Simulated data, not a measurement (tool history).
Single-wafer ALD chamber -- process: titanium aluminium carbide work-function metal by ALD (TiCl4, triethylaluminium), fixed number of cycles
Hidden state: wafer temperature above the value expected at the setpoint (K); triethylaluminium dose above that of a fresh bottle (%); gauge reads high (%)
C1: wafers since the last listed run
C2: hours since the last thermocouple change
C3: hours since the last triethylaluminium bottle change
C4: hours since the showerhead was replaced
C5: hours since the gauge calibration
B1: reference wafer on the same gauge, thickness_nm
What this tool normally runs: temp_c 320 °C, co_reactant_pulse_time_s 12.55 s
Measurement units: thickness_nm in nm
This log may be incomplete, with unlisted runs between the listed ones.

{"run": 1, "hour": 0.0, "temp_c": 320, "co_reactant_pulse_time_s": 12.55, "C1": 0, "C2": 1654.9, "C3": 1516.7, "C4": 3628.7, "C5": 1094.1, "B1": 2.281, "thickness_nm": 2.164}
{"run": 2, "hour": 28.7, "temp_c": 320, "co_reactant_pulse_time_s": 12.55, "C1": 234, "C2": 1683.6, "C3": 1545.4, "C4": 3657.4, "C5": 1122.8, "B1": 2.281, "thickness_nm": 2.152}
{"run": 3, "hour": 59.3, "temp_c": 320, "co_reactant_pulse_time_s": 12.55, "C1": 249, "C2": 1714.2, "C3": 1576.0, "C4": 3688.0, "C5": 1153.4, "B1": 2.279, "thickness_nm": 2.159}
{"run": 4, "hour": 102.2, "temp_c": 320, "co_reactant_pulse_time_s": 12.55, "C1": 350, "C2": 1757.1, "C3": 1618.9, "C4": 3730.9, "C5": 1196.3, "B1": 2.282, "thickness_nm": 2.14}
{"run": 5, "hour": 155.7, "temp_c": 320, "co_reactant_pulse_time_s": 12.55, "C1": 436, "C2": 1810.6, "C3": 1672.4, "C4": 3784.4, "C5": 1249.8, "B1": 2.28, "thickness_nm": 2.16}
{"run": 6, "hour": 197.9, "temp_c": 327, "co_reactant_pulse_time_s": 10.33, "C1": 344, "C2": 1852.8, "C3": 1714.6, "C4": 3826.6, "C5": 1292.0, "B1": 2.279, "thickness_nm": 2.169}
{"run": 7, "hour": 242.0, "temp_c": 327, "co_reactant_pulse_time_s": 10.33, "C1": 359, "C2": 1896.9, "C3": 1758.7, "C4": 3870.7, "C5": 1336.1, "B1": 2.278, "thickness_nm": 2.16}
{"run": 8, "hour": 273.6, "temp_c": 320, "co_reactant_pulse_time_s": 12.55, "C1": 257, "C2": 1928.5, "C3": 1790.3, "C4": 3902.3, "C5": 1367.7, "B1": 2.279, "thickness_nm": 2.141}
{"run": 9, "hour": 310.3, "temp_c": 320, "co_reactant_pulse_time_s": 12.55, "C1": 299, "C2": 1965.2, "C3": 1827.0, "C4": 3939.0, "C5": 1404.4, "B1": 2.283, "thickness_nm": 2.163}
{"run": 10, "hour": 350.9, "temp_c": 320, "co_reactant_pulse_time_s": 12.55, "C1": 331, "C2": 2005.8, "C3": 1867.6, "C4": 3979.6, "C5": 1445.0, "B1": 2.281, "thickness_nm": 2.159}
{"run": 11, "hour": 376.5, "temp_c": 320, "co_reactant_pulse_time_s": 15.63, "C1": 208, "C2": 2031.4, "C3": 1893.2, "C4": 4005.2, "C5": 1470.6, "B1": 2.279, "thickness_nm": 2.195}
{"hour": 420.5, "done": "gauge calibrated"}
{"run": 12, "hour": 430.1, "temp_c": 320, "co_reactant_pulse_time_s": 15.63, "C1": 437, "C2": 2085.0, "C3": 1946.8, "C4": 4058.8, "C5": 9.6, "B1": 2.281, "thickness_nm": 2.19}
{"run": 13, "hour": 489.3, "temp_c": 320, "co_reactant_pulse_time_s": 15.63, "C1": 483, "C2": 2144.2, "C3": 2006.0, "C4": 4118.0, "C5": 68.8, "B1": 2.282, "thickness_nm": 2.184}
{"hour": 531.7, "done": "showerhead replaced"}
{"run": 14, "hour": 541.4, "temp_c": 320, "co_reactant_pulse_time_s": 12.55, "C1": 359, "C2": 2196.3, "C3": 2058.1, "C4": 9.7, "C5": 120.9, "B1": 2.281, "thickness_nm": 2.158}
{"hour": 560.8, "done": "thermocouple changed; heater temperature recalibrated"}
{"hour": 567.7, "done": "triethylaluminium bottle replaced"}
{"run": 15, "hour": 584.9, "temp_c": 320, "co_reactant_pulse_time_s": 12.55, "C1": 233, "C2": 24.1, "C3": 17.2, "C4": 53.2, "C5": 164.4, "B1": 2.28, "thickness_nm": 2.235}
{"run": 16, "hour": 617.2, "temp_c": 320, "co_reactant_pulse_time_s": 12.55, "C1": 263, "C2": 56.4, "C3": 49.5, "C4": 85.5, "C5": 196.7, "B1": 2.282, "thickness_nm": 2.242}
{"run": 17, "hour": 681.9, "temp_c": 325, "co_reactant_pulse_time_s": 11.18, "C1": 528, "C2": 121.1, "C3": 114.2, "C4": 150.2, "C5": 261.4, "B1": 2.28, "thickness_nm": 2.221}
{"run": 18, "hour": 708.4, "temp_c": 327, "co_reactant_pulse_time_s": 10.26, "C1": 216, "C2": 147.6, "C3": 140.7, "C4": 176.7, "C5": 287.9, "B1": 2.281, "thickness_nm": 2.251}
{"run": 19, "hour": 742.2, "temp_c": 310, "co_reactant_pulse_time_s": 9.6, "C1": 275, "C2": 181.4, "C3": 174.5, "C4": 210.5, "C5": 321.7, "B1": 2.281, "thickness_nm": 2.079}
{"run": 20, "hour": 938.3, "temp_c": 320, "co_reactant_pulse_time_s": 16.61, "C1": 1600, "C2": 377.5, "C3": 370.6, "C4": 406.6, "C5": 517.8, "B1": 2.279, "thickness_nm": 2.231}
{"run": 21, "hour": 968.7, "temp_c": 306, "co_reactant_pulse_time_s": 8.12, "C1": 248, "C2": 407.9, "C3": 401.0, "C4": 437.0, "C5": 548.2, "B1": 2.279, "thickness_nm": 1.992}
{"run": 22, "hour": 1167.3, "temp_c": 320, "co_reactant_pulse_time_s": 15.61, "C1": 1620, "C2": 606.5, "C3": 599.6, "C4": 635.6, "C5": 746.8, "B1": 2.28, "thickness_nm": 2.205}
{"run": 23, "hour": 1220.7, "temp_c": 315, "co_reactant_pulse_time_s": 16.41, "C1": 435, "C2": 659.9, "C3": 653.0, "C4": 689.0, "C5": 800.2, "B1": 2.281, "thickness_nm": 2.182}
{"run": 24, "hour": 1246.1, "temp_c": 331, "co_reactant_pulse_time_s": 12.55, "C1": 207, "C2": 685.3, "C3": 678.4, "C4": 714.4, "C5": 825.6, "B1": 2.28, "thickness_nm": 2.29}
{"run": 25, "hour": 1309.8, "temp_c": 320, "co_reactant_pulse_time_s": 10.25, "C1": 519, "C2": 749.0, "C3": 742.1, "C4": 778.1, "C5": 889.3, "B1": 2.28, "thickness_nm": 2.145}
{"run": 26, "hour": 1360.1, "temp_c": 320, "co_reactant_pulse_time_s": 12.55, "C1": 410, "C2": 799.3, "C3": 792.4, "C4": 828.4, "C5": 939.6, "B1": 2.279, "thickness_nm": 2.186}
{"run": 27, "hour": 1422.2, "temp_c": 305, "co_reactant_pulse_time_s": 10.53, "C1": 506, "C2": 861.4, "C3": 854.5, "C4": 890.5, "C5": 1001.7, "B1": 2.276, "thickness_nm": 2.006}
{"run": 28, "hour": 1451.1, "temp_c": 333, "co_reactant_pulse_time_s": 8.33, "C1": 235, "C2": 890.3, "C3": 883.4, "C4": 919.4, "C5": 1030.6, "B1": 2.279, "thickness_nm": 2.18}
{"run": 29, "hour": 1492.4, "temp_c": 320, "co_reactant_pulse_time_s": 12.55, "C1": 337, "C2": 931.6, "C3": 924.7, "C4": 960.7, "C5": 1071.9, "B1": 2.28, "thickness_nm": 2.178}
{"run": 30, "hour": 1544.6, "temp_c": 308, "co_reactant_pulse_time_s": 9.04, "C1": 426, "C2": 983.8, "C3": 976.9, "C4": 1012.9, "C5": 1124.1, "B1": 2.28, "thickness_nm": 1.987}
{"run": 31, "hour": 1576.5, "temp_c": 309, "co_reactant_pulse_time_s": 10.46, "C1": 260, "C2": 1015.7, "C3": 1008.8, "C4": 1044.8, "C5": 1156.0, "B1": 2.28, "thickness_nm": 2.033}
{"run": 32, "hour": 1611.5, "temp_c": 320, "co_reactant_pulse_time_s": 12.55, "C1": 285, "C2": 1050.7, "C3": 1043.8, "C4": 1079.8, "C5": 1191.0, "B1": 2.282, "thickness_nm": 2.175}

5 options for the next run, each taken on its own from the tool as it stands now. Forecast them:
{"run": "A", "hour": 1611.9, "temp_c": 311, "co_reactant_pulse_time_s": 12.55, "C1": 3, "C2": 1051.1, "C3": 1044.2, "C4": 1080.2, "C5": 1191.4, "B1": "?", "thickness_nm": "?"}
{"run": "B", "hour": 1611.9, "temp_c": 320, "co_reactant_pulse_time_s": 7.98, "C1": 3, "C2": 1051.1, "C3": 1044.2, "C4": 1080.2, "C5": 1191.4, "B1": "?", "thickness_nm": "?"}
{"run": "C", "hour": 1611.9, "temp_c": 334, "co_reactant_pulse_time_s": 7.88, "C1": 3, "C2": 1051.1, "C3": 1044.2, "C4": 1080.2, "C5": 1191.4, "B1": "?", "thickness_nm": "?"}
{"run": "D", "hour": 1611.9, "temp_c": 316, "co_reactant_pulse_time_s": 17.32, "C1": 3, "C2": 1051.1, "C3": 1044.2, "C4": 1080.2, "C5": 1191.4, "B1": "?", "thickness_nm": "?"}
{"run": "E", "hour": 1611.9, "temp_c": 307, "co_reactant_pulse_time_s": 11.24, "C1": 3, "C2": 1051.1, "C3": 1044.2, "C4": 1080.2, "C5": 1191.4, "B1": "?", "thickness_nm": "?"}

run=A B1=2.281 thickness_nm=2.094
run=B B1=2.281 thickness_nm=2.042
run=C B1=2.281 thickness_nm=2.152
run=D B1=2.281 thickness_nm=2.188
run=E B1=2.281 thickness_nm=2.035
Take away the tool's hidden state, keep each run's random variation, and the runs would have read:
run=A thickness_nm=2.145
run=B thickness_nm=2.153
run=C thickness_nm=2.271
run=D thickness_nm=2.211
run=E thickness_nm=2.098
